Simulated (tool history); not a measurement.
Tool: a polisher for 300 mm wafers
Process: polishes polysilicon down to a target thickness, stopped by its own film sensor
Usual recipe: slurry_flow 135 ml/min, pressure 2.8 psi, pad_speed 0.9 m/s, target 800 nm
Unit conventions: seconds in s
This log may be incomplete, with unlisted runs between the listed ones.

run     day  slurry_flow  pressure  pad_speed  target  incoming thickness of the incoming film, nm  seconds
  1       0          135       3.4        0.9     800                                       1315.5     53.5
  2   1.725          135       3.4        0.9     800                                       1324.5     54.4
  3   3.817          135       3.4        0.9     800                                       1335.2     54.7
      5.992  -- slurry nozzle cleaned
  4   6.442          155       2.8       0.64     800                                       1298.6     79.3
  5   7.933          155       2.8       0.64     800                                       1347.9     87.1
      9.075  -- worn pad replaced by a new one
  6  10.617          135       2.8        0.9     690                                       1323.2     75.6
  7  12.717          135       2.8        0.9     800                                       1325.1     61.4
     14.396  -- head pressure recalibrated
  8  15.692          135       2.8        0.9     800                                       1315.2     68.6
  9  17.062          135       2.8        0.9     800                                       1326.2     70.4
 10  18.308          135       2.8        0.9     800                                       1322.2       68
       19.2  -- worn pad replaced by a new one
 11  19.804          135       2.8       0.72     904                                       1311.7     67.9
 12  21.179          135       2.8       0.72     904                                       1305.1     63.5
 13  23.808          135       2.8        0.9     800                                       1312.8     67.5
 14  26.483          120       2.5        0.9     800                                       1319.8       77
     28.792  -- worn pad replaced by a new one, of another model than before
 15  28.812          135       2.8        0.9     800                                       1317.4     69.3
 16  31.125          135       2.8       0.78     900                                       1303.7     54.8
 17  32.575          105       2.8       0.66     927                                       1320.5     62.4
 18    33.7          135       2.8        0.9     800                                       1311.8     65.2
 19  34.733          135       2.8        0.9     800                                       1317.9     66.3
     36.942  -- slurry nozzle cleaned
 20   37.35          120       3.1       0.66     956                                         1321     51.7
     38.738  -- worn pad replaced by a new one
 21  38.938          175       2.5        0.9     800                                       1328.5     66.7
 22  40.254          135       2.8       0.64     966                                       1302.5     50.3

Predict the results of run 23:
 23  41.35          135       2.8        0.9     800                                       1320.1        ?

{"run 23": {"seconds": 63.8}}
With the hidden condition absent and the run-to-run variation left alone, this run would have shown seconds 66.8 s.
